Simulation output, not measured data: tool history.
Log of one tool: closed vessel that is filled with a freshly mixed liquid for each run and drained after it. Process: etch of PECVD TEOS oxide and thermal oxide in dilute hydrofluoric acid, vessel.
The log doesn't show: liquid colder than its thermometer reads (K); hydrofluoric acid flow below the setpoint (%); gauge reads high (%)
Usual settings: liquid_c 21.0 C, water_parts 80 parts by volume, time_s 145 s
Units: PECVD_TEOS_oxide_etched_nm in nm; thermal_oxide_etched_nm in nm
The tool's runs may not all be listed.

run,hour,liquid_c,water_parts,time_s,wafers since the last listed run,hours since the thermometer was replaced,hours since the hydrofluoric acid flow meter was replaced,hours since the gauge calibration,"read-back film thickness of the PECVD TEOS oxide reference wafer, read on the same gauge (nm)","read-back film thickness of the thermal oxide reference wafer, read on the same gauge (nm)",PECVD_TEOS_oxide_etched_nm,thermal_oxide_etched_nm
1,0.0,21.0,80,145,0,2097.6,1219.0,6.3,89.99,139.97,24.10,6.79
2,8.3,21.0,80,145,821,2105.9,1227.3,14.6,90.01,140.01,24.00,6.83
3,21.3,21.0,80,145,1287,2118.9,1240.3,27.6,90.01,139.99,24.03,6.83
4,32.6,21.0,80,145,1118,2130.2,1251.6,38.9,90.00,140.01,24.09,6.78
5,48.0,18.5,80,145,1524,2145.6,1267.0,54.3,89.97,140.02,21.57,6.04
6,56.6,25.5,100,145,851,2154.2,1275.6,62.9,89.98,139.97,22.36,6.31
7,70.9,26.0,90,145,1415,2168.5,1289.9,77.2,90.01,139.99,25.67,7.26
8,82.3,21.0,80,180,1128,2179.9,1301.3,88.6,90.01,140.02,29.52,8.40
9,99.8,17.5,110,215,1732,2197.4,1318.8,106.1,89.99,140.00,21.62,6.05
# hour 103.4: thermometer replaced
10,115.5,23.5,115,105,1455,12.1,1334.5,121.8,90.04,140.00,12.77,3.59
11,127.9,21.0,55,220,1227,24.5,1346.9,134.2,89.98,139.99,54.19,15.13
12,144.9,21.0,110,145,1683,41.5,1363.9,151.2,90.02,139.99,16.84,4.64
13,153.8,18.0,80,85,881,50.4,1372.8,160.1,89.97,140.00,12.33,3.52
14,162.9,21.0,80,170,900,59.5,1381.9,169.2,90.03,140.02,27.95,7.95
# hour 178.4: hydrofluoric acid flow meter replaced
15,182.1,19.0,80,145,1801,78.7,3.7,188.4,90.01,139.98,24.53,7.03
16,192.9,21.0,80,145,1069,89.5,14.5,199.2,90.00,139.98,26.81,7.57
17,202.9,22.5,65,175,990,99.5,24.5,209.2,89.98,139.97,43.24,12.19
18,211.4,21.0,80,145,841,108.0,33.0,217.7,90.05,139.99,26.73,7.74
19,224.1,21.0,55,80,1257,120.7,45.7,230.4,90.00,139.99,22.39,6.26
20,234.0,17.0,60,170,980,130.6,55.6,240.3,90.01,140.00,36.21,10.04
21,246.6,18.5,80,145,1247,143.2,68.2,252.9,89.99,140.00,23.90,6.83
22,257.1,21.0,80,145,1039,153.7,78.7,263.4,89.99,140.02,26.75,7.48
23,263.8,23.0,80,225,663,160.4,85.4,270.1,90.00,139.99,44.78,12.75
24,276.3,18.5,50,145,1237,172.9,97.9,282.6,90.00,139.99,39.96,11.20
25,318.6,17.0,80,175,4187,215.2,140.2,324.9,90.00,140.00,27.26,7.59

5 ways to go on from here, each from the tool as it stands after run 25. What would each give?
A,319.3,21.0,80,145,69,215.9,140.9,325.6,?,?,?,?
B,319.3,21.0,80,110,69,215.9,140.9,325.6,?,?,?,?
C,319.3,21.0,80,220,69,215.9,140.9,325.6,?,?,?,?
D,319.3,19.0,50,95,69,215.9,140.9,325.6,?,?,?,?
E,319.3,19.5,50,175,69,215.9,140.9,325.6,?,?,?,?

run,"read-back film thickness of the PECVD TEOS oxide reference wafer, read on the same gauge (nm)","read-back film thickness of the thermal oxide reference wafer, read on the same gauge (nm)",PECVD_TEOS_oxide_etched_nm,thermal_oxide_etched_nm
A,90.01,140.00,26.66,7.48
B,90.01,140.00,20.22,5.67
C,90.01,140.00,40.44,11.34
D,90.01,140.00,26.63,7.47
E,90.01,140.00,50.11,14.05
Without the tool's hidden state the same runs would have given:
run,PECVD_TEOS_oxide_etched_nm,thermal_oxide_etched_nm
A,27.00,7.57
B,20.48,5.74
C,40.96,11.49
D,26.95,7.56
E,50.72,14.23
